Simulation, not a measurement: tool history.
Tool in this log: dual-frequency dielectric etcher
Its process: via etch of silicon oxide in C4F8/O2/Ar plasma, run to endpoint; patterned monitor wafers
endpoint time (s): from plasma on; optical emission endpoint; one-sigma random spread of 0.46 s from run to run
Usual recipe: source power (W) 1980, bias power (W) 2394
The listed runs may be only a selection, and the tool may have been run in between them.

run	hour	source power (W)	bias power (W)	wafers since the last listed run	hours since the last wet clean	hours since the last source power generator calibration	hours since the last bias power generator calibration	hours since the last upper electrode change	incoming incoming film thickness, nm	endpoint time (s)
1	0	1980	2394	0	220.8	3382.7	2784.3	1850.1	830.8	153.3
2	82.5	1980	2765	301	303.3	3465.2	2866.8	1932.6	824.3	145.6
3	148.5	1980	2765	241	369.3	3531.2	2932.8	1998.6	829.3	146.8
4	213.9	1980	2394	238	434.7	3596.6	2998.2	2064	832.2	152.9
# hour 237.3: bias power generator calibrated
# hour 284.6: source power generator calibrated
5	285.1	1980	2394	230	505.9	0.5	47.8	2135.2	821	148.8
6	371.5	1980	2394	315	592.3	86.9	134.2	2221.6	827.8	150.9
# hour 455.4: wet clean of the chamber
7	455.9	1980	2394	220	0.5	171.3	218.6	2306	827.2	150.2
8	542.2	1840	2394	315	86.8	257.6	304.9	2392.3	837.6	159.5
9	600.9	1840	2394	214	145.5	316.3	363.6	2451	825.5	156.9
10	650	2310	2394	179	194.6	365.4	412.7	2500.1	821.7	136.2
11	755.5	1590	2158	385	300.1	470.9	518.2	2605.6	833.4	180.3
12	822	1980	2394	243	366.6	537.4	584.7	2672.1	830.8	150.6
13	896.9	2110	1966	273	441.5	612.3	659.6	2747	829.6	151.6
14	995.1	1980	2394	358	539.7	710.5	757.8	2845.2	829.8	149.6
15	1070.4	1520	2140	275	615	785.8	833.1	2920.5	831.8	186.8
# hour 1115.9: wet clean of the chamber
16	1167.2	1980	2183	266	51.3	882.6	929.9	3017.3	828	154.1
17	1210.7	1490	2847	158	94.8	926.1	973.4	3060.8	835.3	177.4
18	1312.7	1530	2066	372	196.8	1028.1	1075.4	3162.8	825.5	186.1
# hour 1366.3: upper electrode replaced
19	1390.6	1980	2394	196	274.7	1106	1153.3	24.3	824.2	149.5
20	1429.8	1610	2798	143	313.9	1145.2	1192.5	63.5	826.9	165.9
21	1531.9	2250	2394	373	416	1247.3	1294.6	165.6	831.9	140.3
22	1607.4	1980	2394	275	491.5	1322.8	1370.1	241.1	826.9	150.3
23	1649.8	1980	2394	154	533.9	1365.2	1412.5	283.5	826.8	151.3

Predict the results of run 24:
24	1723.3	1560	2973	268	607.4	1438.7	1486	357	832.6	?

endpoint time (s): 168.2
Minus the tool's unlogged condition, the same run would have read endpoint time (s) 167.
